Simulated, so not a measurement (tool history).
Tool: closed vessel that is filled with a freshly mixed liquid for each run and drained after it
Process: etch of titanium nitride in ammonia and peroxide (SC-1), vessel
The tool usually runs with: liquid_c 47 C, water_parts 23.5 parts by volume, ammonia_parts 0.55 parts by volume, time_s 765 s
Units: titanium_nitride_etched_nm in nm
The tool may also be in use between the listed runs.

run    hour  liquid_c  water_parts  ammonia_parts  time_s  wafers since the last listed run  hours since the thermometer was replaced  hours since the ammonia flow meter was replaced  hours since the drum of ammonia solution was connected  hours since the gauge calibration  read-back film thickness of the titanium nitride reference wafer, read on the same gauge (nm)  titanium_nitride_etched_nm
  1       0        47         23.5           0.55    1110                                 0                                     467.2                                           2186.6                                                   823.1                             2364.2                                                                                          99.99                       29.02
  2   112.4        47         23.5           0.55    1110                              7661                                     579.6                                             2299                                                   935.5                             2476.6                                                                                         100.02                       28.75
      139.3  -- thermometer replaced
  3     171        47         14.5           0.55     765                              3925                                      31.7                                           2357.6                                                   994.1                             2535.2                                                                                          99.99                       26.96
  4   277.1        47         14.5           0.55     765                              7231                                     137.8                                           2463.7                                                  1100.2                             2641.3                                                                                          99.99                       26.71
  5   324.6      51.5         23.5           0.55     765                              3237                                     185.3                                           2511.2                                                  1147.7                             2688.8                                                                                          99.99                       28.04
      333.8  -- new drum of ammonia solution connected
  6   389.9        47         23.5           0.55    1070                              4382                                     250.6                                           2576.5                                                    56.1                             2754.1                                                                                          99.99                       28.34
      424.2  -- ammonia flow meter replaced
      425.8  -- gauge calibrated
  7   450.1        47         23.5           0.55    1070                              4035                                     310.8                                             25.9                                                   116.3                               24.3                                                                                         100.02                       28.08
  8   551.3        47         23.5           0.55     765                              6897                                       412                                            127.1                                                   217.5                              125.5                                                                                          99.99                       19.99
  9     599        47         23.5            0.8     385                              3251                                     459.7                                            174.8                                                   265.2                              173.2                                                                                         100.01                       10.74
      642.1  -- thermometer replaced
 10     683        41           33           0.75     765                              5657                                      40.9                                            258.8                                                   349.2                              257.2                                                                                            100                       11.66
 11   733.3        47           31           0.55    1005                              3428                                      91.2                                            309.1                                                   399.5                              307.5                                                                                            100                       22.86
 12   938.7        47           33           0.45     350                             13999                                     296.6                                            514.5                                                   604.9                              512.9                                                                                            100                        7.34
 13  1008.5        47         23.5           0.55     765                              4757                                     366.4                                            584.3                                                   674.7                              582.7                                                                                            100                       20.11
 14  1045.5      44.5           31           0.25     380                              2521                                     403.4                                            621.3                                                   711.7                              619.7                                                                                          99.99                        6.12
 15  1142.2        47         23.5           0.55     765                              6591                                     500.1                                              718                                                   808.4                              716.4                                                                                            100                       19.94
     1153.7  -- thermometer replaced
 16  1233.6        47         23.5           0.55    1110                              6161                                      79.9                                            809.4                                                   899.8                              807.8                                                                                         100.03                       29.88
 17  1307.9        47         23.5           0.55     765                              5064                                     154.2                                            883.7                                                   974.1                              882.1                                                                                          99.98                       20.53
 18  1403.5        47         23.5            0.3     435                              6516                                     249.8                                            979.3                                                  1069.7                              977.7                                                                                            100                       10.29
     1432.7  -- new drum of ammonia solution connected
 19  1479.3      54.5         27.5           0.55     365                              5098                                     325.6                                           1055.1                                                    46.6                             1053.5                                                                                            100                       14.87
 20  1585.5        38         12.5           0.35    1115                              7238                                     431.8                                           1161.3                                                   152.8                             1159.7                                                                                            100                       19.73
 21  1648.3        43         13.5            0.4     460                              4280                                     494.6                                           1224.1                                                   215.6                             1222.5                                                                                            100                       11.46
 22  1687.8      42.5           27            0.8     460                              2692                                     534.1                                           1263.6                                                   255.1                               1262                                                                                            100                        8.63
 23  1744.1      50.5           13           0.55     765                              3837                                     590.4                                           1319.9                                                   311.4                             1318.3                                                                                          99.99                       35.19
     1774.6  -- thermometer replaced
 24    1838        47         23.5           0.55     765                              6332                                      63.4                                           1413.8                                                   405.3                             1412.2                                                                                            100                       20.57
 25    1896        47         23.5           0.75    1075                              3953                                     121.4                                           1471.8                                                   463.3                             1470.2                                                                                         100.01                       30.47

For run 26, what comes out?
 26  1953.3        47         23.5           0.85     765                              3905                                     178.7                                           1529.1                                                   520.6                             1527.5                                                                                              ?                           ?

read-back film thickness of the titanium nitride reference wafer, read on the same gauge (nm): 99.99
titanium_nitride_etched_nm: 22.02 nm
Take away the tool's hidden state, keep the run-to-run variation as it was, and the same run would have given titanium_nitride_etched_nm 22.34 nm.
